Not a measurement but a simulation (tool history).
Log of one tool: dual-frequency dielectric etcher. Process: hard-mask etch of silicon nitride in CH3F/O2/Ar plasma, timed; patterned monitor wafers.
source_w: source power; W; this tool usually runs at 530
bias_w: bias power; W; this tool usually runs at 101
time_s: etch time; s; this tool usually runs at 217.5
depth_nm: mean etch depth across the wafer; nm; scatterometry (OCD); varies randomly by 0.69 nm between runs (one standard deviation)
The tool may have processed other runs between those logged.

run	hour	source_w	bias_w	time_s	read-back reference wafer on the same gauge, depth_nm	depth_nm
1	0	530	101	217.5	183.1	183.1
2	66.3	530	101	217.5	183	182.7
3	131.2	530	101	217.5	183.1	184.2
4	191.3	530	101	217.5	183	180.7
5	217.3	530	101	217.5	182.9	180.8
6	264.9	530	101	217.5	183.2	180.8
7	335.6	630	101	217.5	182.8	198.8
8	400.4	630	101	217.5	183.1	198.8
9	598.4	630	101	217.5	183	196.5
10	625.8	470	101	217.5	183	174.6
11	679.9	530	115	217.5	183.1	196.4
12	707.4	530	101	266.5	183.3	222.7
13	771	470	90	217.5	182.9	161.1
14	833.5	530	80	217.5	182.7	157.8
15	895.1	570	110	251.5	183.1	228.7
16	951.5	530	115	217.5	183	197.8
17	988.7	470	90	217.5	183	162.6
18	1212.7	480	101	249.5	182.9	200.6
19	1238.8	530	101	217.5	183	181.9
20	1307	530	101	217.5	183.3	182.6
21	1375.6	530	119	217.5	182.8	201
22	1436	610	101	217.5	183.1	192.5

The log once held 7 entries between its listed runs, left out of this copy. Where does each go, and what is different about the tool's unlogged condition between the listed run before it and the listed run after it?
From run 3 to run 4: wet clean of the chamber (hour 190.8)
  etch rate over this chamber's usual, %: 1.29 -> -0.341
  measured result minus the result with no hidden state, depth_nm: +2.3 -> -0.6 nm
From run 8 to run 9: upper electrode replaced, of another model than before (hour 498.2); gauge calibrated (hour 542.4); source power generator calibrated (hour 594.1)
  etch rate over this chamber's usual, %: 0.411 -> 1.12
  measured result minus the result with no hidden state, depth_nm: +0.8 -> +2.2 nm
From run 10 to run 11: bias power generator calibrated (hour 635.4); wet clean of the chamber (hour 659.8)
  etch rate over this chamber's usual, %: 1.22 -> -0.133
  measured result minus the result with no hidden state, depth_nm: +2.1 -> -0.3 nm
From run 17 to run 18: wet clean of the chamber (hour 1212.2)
  etch rate over this chamber's usual, %: 0.978 -> -0.0399
  measured result minus the result with no hidden state, depth_nm: +1.6 -> -0.1 nm
